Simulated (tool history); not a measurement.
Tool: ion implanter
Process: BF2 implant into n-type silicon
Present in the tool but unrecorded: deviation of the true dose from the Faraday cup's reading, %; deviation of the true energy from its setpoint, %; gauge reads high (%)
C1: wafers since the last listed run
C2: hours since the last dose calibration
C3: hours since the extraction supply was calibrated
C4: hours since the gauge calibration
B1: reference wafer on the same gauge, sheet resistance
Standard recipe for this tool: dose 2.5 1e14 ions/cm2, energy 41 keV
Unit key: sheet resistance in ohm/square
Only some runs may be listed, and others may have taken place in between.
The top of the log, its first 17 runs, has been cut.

run 18 day=52.088 | dose=2.5 energy=41 | C1=1541 C2=1027.6 C3=3307.4 C4=2397.1 | B1=340.93 | sheet_resistance=419.99
run 19 day=55.75 | dose=3.23 energy=50 | C1=1488 C2=1115.5 C3=3395.3 C4=2485 | B1=340.51 | sheet_resistance=331.98
run 20 day=58.533 | dose=2.5 energy=41 | C1=1131 C2=1182.3 C3=3462.1 C4=2551.8 | B1=340.57 | sheet_resistance=421.3
run 21 day=60.567 | dose=2.5 energy=48.5 | C1=826 C2=1231.1 C3=3510.9 C4=2600.6 | B1=340.65 | sheet_resistance=409.06
-- day=61.821 Faraday cup replaced and dose calibrated
-- day=62.275 extraction supply calibrated
run 22 day=62.304 | dose=3 energy=30.5 | C1=435 C2=11.6 C3=0.7 C4=2642.3 | B1=341 | sheet_resistance=370.18
-- day=62.912 gauge calibrated
run 23 day=64.596 | dose=2.5 energy=41 | C1=931 C2=66.6 C3=55.7 C4=40.4 | B1=351.91 | sheet_resistance=434.63
run 24 day=66.558 | dose=2.87 energy=47 | C1=797 C2=113.7 C3=102.8 C4=87.5 | B1=351.6 | sheet_resistance=378.55
run 25 day=69.204 | dose=2.5 energy=41 | C1=1075 C2=177.2 C3=166.3 C4=151 | B1=351.36 | sheet_resistance=430.4
run 26 day=70.929 | dose=2.5 energy=41 | C1=701 C2=218.6 C3=207.7 C4=192.4 | B1=350.54 | sheet_resistance=429.42
run 27 day=75.25 | dose=2.1 energy=30.5 | C1=1756 C2=322.3 C3=311.4 C4=296.1 | B1=349.42 | sheet_resistance=512.56
run 28 day=78.75 | dose=3.22 energy=47.5 | C1=1422 C2=406.3 C3=395.4 C4=380.1 | B1=348.45 | sheet_resistance=339.99
run 29 day=82.25 | dose=2.5 energy=41 | C1=1422 C2=490.3 C3=479.4 C4=464.1 | B1=347.92 | sheet_resistance=427.27
run 30 day=85.288 | dose=1.99 energy=46.5 | C1=1234 C2=563.2 C3=552.3 C4=537 | B1=347.03 | sheet_resistance=507.76
run 31 day=89.038 | dose=3.17 energy=49.5 | C1=1524 C2=653.2 C3=642.3 C4=627 | B1=346.59 | sheet_resistance=340.4
run 32 day=92.25 | dose=2.99 energy=30.5 | C1=1306 C2=730.3 C3=719.4 C4=704.1 | B1=346.2 | sheet_resistance=374.17
run 33 day=95.933 | dose=2.5 energy=41 | C1=1497 C2=818.7 C3=807.8 C4=792.5 | B1=345.5 | sheet_resistance=429.27
run 34 day=97.6 | dose=1.92 energy=48 | C1=677 C2=858.7 C3=847.8 C4=832.5 | B1=345.12 | sheet_resistance=514.31

Branching from run 34: 5 alternative next runs. What would each branch give?
run A day=97.617 | dose=2.14 energy=41 | C1=6 C2=859.1 C3=848.2 C4=832.9 | B1=? | sheet_resistance=?
run B day=97.617 | dose=2.09 energy=28 | C1=6 C2=859.1 C3=848.2 C4=832.9 | B1=? | sheet_resistance=?
run C day=97.617 | dose=2.94 energy=46 | C1=6 C2=859.1 C3=848.2 C4=832.9 | B1=? | sheet_resistance=?
run D day=97.617 | dose=2.69 energy=34 | C1=6 C2=859.1 C3=848.2 C4=832.9 | B1=? | sheet_resistance=?
run E day=97.617 | dose=2.5 energy=47.5 | C1=6 C2=859.1 C3=848.2 C4=832.9 | B1=? | sheet_resistance=?

run=A B1=345.32 sheet_resistance=482.97
run=B B1=345.32 sheet_resistance=510.49
run=C B1=345.32 sheet_resistance=366.94
run=D B1=345.32 sheet_resistance=407.15
run=E B1=345.32 sheet_resistance=418.64
Stripped of hidden state, with their random variation kept, the same runs would have yielded:
run=A sheet_resistance=492.28
run=B sheet_resistance=520.33
run=C sheet_resistance=374.01
run=D sheet_resistance=414.99
run=E sheet_resistance=426.71
